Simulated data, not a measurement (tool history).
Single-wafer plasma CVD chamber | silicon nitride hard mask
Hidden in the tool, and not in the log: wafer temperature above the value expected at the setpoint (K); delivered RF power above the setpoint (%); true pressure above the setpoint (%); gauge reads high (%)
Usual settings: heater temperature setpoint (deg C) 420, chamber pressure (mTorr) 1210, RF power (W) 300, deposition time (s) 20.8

run,hour,heater temperature setpoint (deg C),chamber pressure (mTorr),RF power (W),deposition time (s),wafers since the last listed run,hours since the last thermocouple change,hours since the last RF generator calibration,hours since the last manometer calibration,hours since the showerhead was replaced,hours since the gauge calibration,"read-back reference wafer on the same gauge, thickness_nm",mean film thickness on the monitor wafer (Å)
1,0.0,415,1210,270,20.8,0,1572.4,1207.5,513.5,3829.5,163.8,18.694,195.27
# hour 5.7: gauge calibrated
2,90.6,415,1210,270,20.8,2587,1663.0,1298.1,604.1,3920.1,84.9,18.698,195.16
3,111.4,420,1210,300,20.8,593,1683.8,1318.9,624.9,3940.9,105.7,18.699,205.69
4,147.0,420,1210,300,20.8,1016,1719.4,1354.5,660.5,3976.5,141.3,18.699,205.32
5,170.5,420,1210,300,20.8,671,1742.9,1378.0,684.0,4000.0,164.8,18.686,205.75
# hour 178.6: RF generator calibrated
6,185.6,420,1210,300,20.8,202,1758.0,7.0,699.1,4015.1,179.9,18.693,215.36
# hour 194.5: gauge calibrated
# hour 197.9: thermocouple changed; heater temperature recalibrated
# hour 200.5: showerhead replaced
7,201.2,420,1210,300,20.8,143,3.3,22.6,714.7,0.7,6.7,18.702,214.40
8,216.3,420,1210,325,23.6,431,18.4,37.7,729.8,15.8,21.8,18.693,254.17
9,249.9,420,1210,355,24.6,959,52.0,71.3,763.4,49.4,55.4,18.692,277.47
10,263.0,420,1450,280,20.8,374,65.1,84.4,776.5,62.5,68.5,18.701,217.86
# hour 289.9: capacitance manometer re-zeroed and calibrated
11,290.4,407,1390,335,24.1,553,92.5,111.8,0.5,89.9,95.9,18.697,269.87
12,310.3,409,1210,300,20.8,568,112.4,131.7,20.4,109.8,115.8,18.693,210.63
13,335.0,420,1210,300,20.8,705,137.1,156.4,45.1,134.5,140.5,18.694,211.13
14,355.2,412,1130,340,20.8,576,157.3,176.6,65.3,154.7,160.7,18.711,220.64
15,372.1,428,1410,300,18.4,482,174.2,193.5,82.2,171.6,177.6,18.713,192.95

Measured less the same run without the tool's hidden state. The same run-to-run variation is in both; the gauge's scatter may not be:
run,mean film thickness on the monitor wafer (Å)
1,-6.79
2,-7.14
3,-7.26
4,-7.38
5,-7.48
6,+2.61
7,+2.55
8,+3.00
9,+3.22
10,+2.22
11,-2.87
12,-2.35
13,-2.43
14,-2.54
15,-2.32
